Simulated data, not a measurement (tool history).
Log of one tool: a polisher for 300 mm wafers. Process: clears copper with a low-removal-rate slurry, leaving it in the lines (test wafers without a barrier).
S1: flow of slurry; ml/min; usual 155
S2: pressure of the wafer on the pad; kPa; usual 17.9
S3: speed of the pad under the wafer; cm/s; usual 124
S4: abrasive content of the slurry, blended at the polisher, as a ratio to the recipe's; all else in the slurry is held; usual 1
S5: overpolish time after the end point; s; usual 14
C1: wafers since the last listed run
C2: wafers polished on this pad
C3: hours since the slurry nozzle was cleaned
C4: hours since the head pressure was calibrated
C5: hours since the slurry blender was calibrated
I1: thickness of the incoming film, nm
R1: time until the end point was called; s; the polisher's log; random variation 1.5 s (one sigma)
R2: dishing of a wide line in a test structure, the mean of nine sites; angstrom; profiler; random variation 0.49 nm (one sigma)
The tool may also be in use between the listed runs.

{"run": 1, "day": 0.0, "S1": 155, "S2": 17.9, "S3": 124, "S4": 1, "S5": 14, "C1": 0, "C2": 70, "C3": 244.9, "C4": 1185.4, "C5": 4.9, "I1": 389.8, "R1": 104.5, "R2": 269}
{"run": 2, "day": 1.004, "S1": 155, "S2": 17.9, "S3": 124, "S4": 1, "S5": 14, "C1": 129, "C2": 200, "C3": 269, "C4": 1209.5, "C5": 29, "I1": 384.3, "R1": 106, "R2": 266}
{"run": 3, "day": 1.546, "S1": 170, "S2": 17.9, "S3": 124, "S4": 0.9, "S5": 14, "C1": 70, "C2": 270, "C3": 282, "C4": 1222.5, "C5": 42, "I1": 390.9, "R1": 111.9, "R2": 259}
{"run": 4, "day": 2.788, "S1": 170, "S2": 17.9, "S3": 124, "S4": 0.9, "S5": 14, "C1": 160, "C2": 430, "C3": 311.8, "C4": 1252.3, "C5": 71.8, "I1": 382.9, "R1": 110.5, "R2": 258}
{"run": 5, "day": 4.192, "S1": 170, "S2": 17.9, "S3": 124, "S4": 0.9, "S5": 14, "C1": 181, "C2": 612, "C3": 345.5, "C4": 1286, "C5": 105.5, "I1": 392.3, "R1": 116.5, "R2": 257}
{"run": 6, "day": 4.954, "S1": 155, "S2": 21.4, "S3": 104, "S4": 1, "S5": 14, "C1": 98, "C2": 710, "C3": 363.8, "C4": 1304.3, "C5": 123.8, "I1": 393.4, "R1": 116.1, "R2": 252}
{"run": 7, "day": 5.475, "S1": 155, "S2": 21.4, "S3": 104, "S4": 1, "S5": 14, "C1": 67, "C2": 778, "C3": 376.3, "C4": 1316.8, "C5": 136.3, "I1": 390.3, "R1": 120.8, "R2": 247}
{"run": 8, "day": 6.904, "S1": 155, "S2": 21.4, "S3": 104, "S4": 1, "S5": 14, "C1": 184, "C2": 963, "C3": 410.6, "C4": 1351.1, "C5": 170.6, "I1": 392.9, "R1": 122.5, "R2": 255}
{"run": 9, "day": 8.221, "S1": 155, "S2": 17.9, "S3": 82, "S4": 1, "S5": 14, "C1": 170, "C2": 1133, "C3": 442.2, "C4": 1382.7, "C5": 202.2, "I1": 388.3, "R1": 183.3, "R2": 195}
{"day": 8.408, "done": "worn pad replaced by a new one"}
{"run": 10, "day": 9.004, "S1": 155, "S2": 17.9, "S3": 124, "S4": 1, "S5": 14, "C1": 79, "C2": 76, "C3": 461, "C4": 1401.5, "C5": 221, "I1": 393.8, "R1": 110.3, "R2": 254}
{"day": 10.554, "done": "slurry blender recalibrated"}
{"day": 11.029, "done": "head pressure recalibrated"}
{"run": 11, "day": 12.817, "S1": 170, "S2": 17.9, "S3": 124, "S4": 0.9, "S5": 14, "C1": 471, "C2": 548, "C3": 552.5, "C4": 42.9, "C5": 54.3, "I1": 388.6, "R1": 119.7, "R2": 248}
{"run": 12, "day": 13.392, "S1": 155, "S2": 21.4, "S3": 104, "S4": 1, "S5": 14, "C1": 74, "C2": 622, "C3": 566.3, "C4": 56.7, "C5": 68.1, "I1": 390.8, "R1": 123.8, "R2": 249}
{"run": 13, "day": 14.792, "S1": 155, "S2": 17.9, "S3": 124, "S4": 1, "S5": 14, "C1": 181, "C2": 803, "C3": 599.9, "C4": 90.3, "C5": 101.7, "I1": 389.9, "R1": 127, "R2": 243}
{"day": 16.5, "done": "worn pad replaced by a new one"}
{"day": 16.9, "done": "slurry nozzle cleaned"}
{"run": 14, "day": 16.971, "S1": 155, "S2": 17.9, "S3": 124, "S4": 1, "S5": 14, "C1": 254, "C2": 55, "C3": 1.7, "C4": 142.6, "C5": 154, "I1": 389.2, "R1": 94.7, "R2": 281}
{"run": 15, "day": 18.138, "S1": 155, "S2": 17.9, "S3": 124, "S4": 1, "S5": 9, "C1": 150, "C2": 206, "C3": 29.7, "C4": 170.6, "C5": 182, "I1": 391.5, "R1": 100.7, "R2": 218}
{"run": 16, "day": 18.838, "S1": 155, "S2": 21.4, "S3": 104, "S4": 1, "S5": 14, "C1": 90, "C2": 297, "C3": 46.5, "C4": 187.4, "C5": 198.8, "I1": 394, "R1": 104.5, "R2": 277}
{"run": 17, "day": 19.479, "S1": 155, "S2": 17.9, "S3": 162, "S4": 1.1, "S5": 14, "C1": 82, "C2": 380, "C3": 61.9, "C4": 202.8, "C5": 214.2, "I1": 383.1, "R1": 77.3, "R2": 316}
{"run": 18, "day": 20.4, "S1": 155, "S2": 17.9, "S3": 124, "S4": 1.15, "S5": 14, "C1": 119, "C2": 499, "C3": 84, "C4": 224.9, "C5": 236.3, "I1": 388.6, "R1": 104.8, "R2": 276}
{"run": 19, "day": 21.508, "S1": 110, "S2": 17.9, "S3": 168, "S4": 1, "S5": 14, "C1": 143, "C2": 642, "C3": 110.6, "C4": 251.5, "C5": 262.9, "I1": 388.1, "R1": 90, "R2": 281}
{"run": 20, "day": 22.483, "S1": 120, "S2": 24.1, "S3": 124, "S4": 1, "S5": 14, "C1": 126, "C2": 768, "C3": 134, "C4": 274.9, "C5": 286.3, "I1": 392.6, "R1": 90.2, "R2": 297}
{"day": 23.225, "done": "slurry blender recalibrated"}
{"run": 21, "day": 23.254, "S1": 190, "S2": 17.9, "S3": 110, "S4": 0.85, "S5": 18, "C1": 88, "C2": 857, "C3": 152.5, "C4": 293.4, "C5": 0.7, "I1": 389.6, "R1": 124.2, "R2": 289}
{"day": 26.212, "done": "worn pad replaced by a new one"}
{"run": 22, "day": 27.596, "S1": 170, "S2": 17.9, "S3": 124, "S4": 0.9, "S5": 14, "C1": 539, "C2": 178, "C3": 256.7, "C4": 397.6, "C5": 104.9, "I1": 392.2, "R1": 107.4, "R2": 260}
{"run": 23, "day": 28.742, "S1": 185, "S2": 17.9, "S3": 124, "S4": 1.1, "S5": 14, "C1": 148, "C2": 326, "C3": 284.2, "C4": 425.1, "C5": 132.4, "I1": 384.4, "R1": 105.5, "R2": 271}
{"run": 24, "day": 29.254, "S1": 155, "S2": 17.9, "S3": 86, "S4": 1, "S5": 14, "C1": 66, "C2": 393, "C3": 296.5, "C4": 437.4, "C5": 144.7, "I1": 386.8, "R1": 161.2, "R2": 205}
{"run": 25, "day": 30.733, "S1": 155, "S2": 17.9, "S3": 86, "S4": 1, "S5": 19, "C1": 191, "C2": 584, "C3": 332, "C4": 472.9, "C5": 180.2, "I1": 392.3, "R1": 172.1, "R2": 241}
{"run": 26, "day": 31.654, "S1": 155, "S2": 13.1, "S3": 124, "S4": 0.7, "S5": 22, "C1": 119, "C2": 703, "C3": 354.1, "C4": 495, "C5": 202.3, "I1": 388.1, "R1": 164.7, "R2": 259}
{"run": 27, "day": 33.125, "S1": 190, "S2": 17.9, "S3": 110, "S4": 0.85, "S5": 18, "C1": 190, "C2": 893, "C3": 389.4, "C4": 530.3, "C5": 237.6, "I1": 389.8, "R1": 130, "R2": 273}
{"run": 28, "day": 34.133, "S1": 155, "S2": 21.4, "S3": 124, "S4": 0.8, "S5": 21, "C1": 130, "C2": 1024, "C3": 413.6, "C4": 554.5, "C5": 261.8, "I1": 393.7, "R1": 104.8, "R2": 325}

4 ways to go on from here, each from the tool as it stands after run 28. What would each give?
{"run": "A", "day": 34.154, "S1": 180, "S2": 17.9, "S3": 124, "S4": 1, "S5": 14, "C1": 2, "C2": 1026, "C3": 414.1, "C4": 555, "C5": 262.3, "I1": 391.5, "R1": "?", "R2": "?"}
{"run": "B", "day": 34.154, "S1": 155, "S2": 17.9, "S3": 124, "S4": 1, "S5": 22, "C1": 2, "C2": 1026, "C3": 414.1, "C4": 555, "C5": 262.3, "I1": 391.5, "R1": "?", "R2": "?"}
{"run": "C", "day": 34.154, "S1": 205, "S2": 14.5, "S3": 146, "S4": 0.7, "S5": 14, "C1": 2, "C2": 1026, "C3": 414.1, "C4": 555, "C5": 262.3, "I1": 391.5, "R1": "?", "R2": "?"}
{"run": "D", "day": 34.154, "S1": 155, "S2": 17.9, "S3": 124, "S4": 0.8, "S5": 14, "C1": 2, "C2": 1026, "C3": 414.1, "C4": 555, "C5": 262.3, "I1": 391.5, "R1": "?", "R2": "?"}

run=A R1=114.3 R2=257
run=B R1=119 R2=314
run=C R1=121.4 R2=247
run=D R1=122 R2=248
Without the tool's hidden state the same runs would have given:
run=A R1=91.2 R2=289
run=B R1=93.6 R2=342
run=C R1=97.9 R2=277
run=D R1=96 R2=282
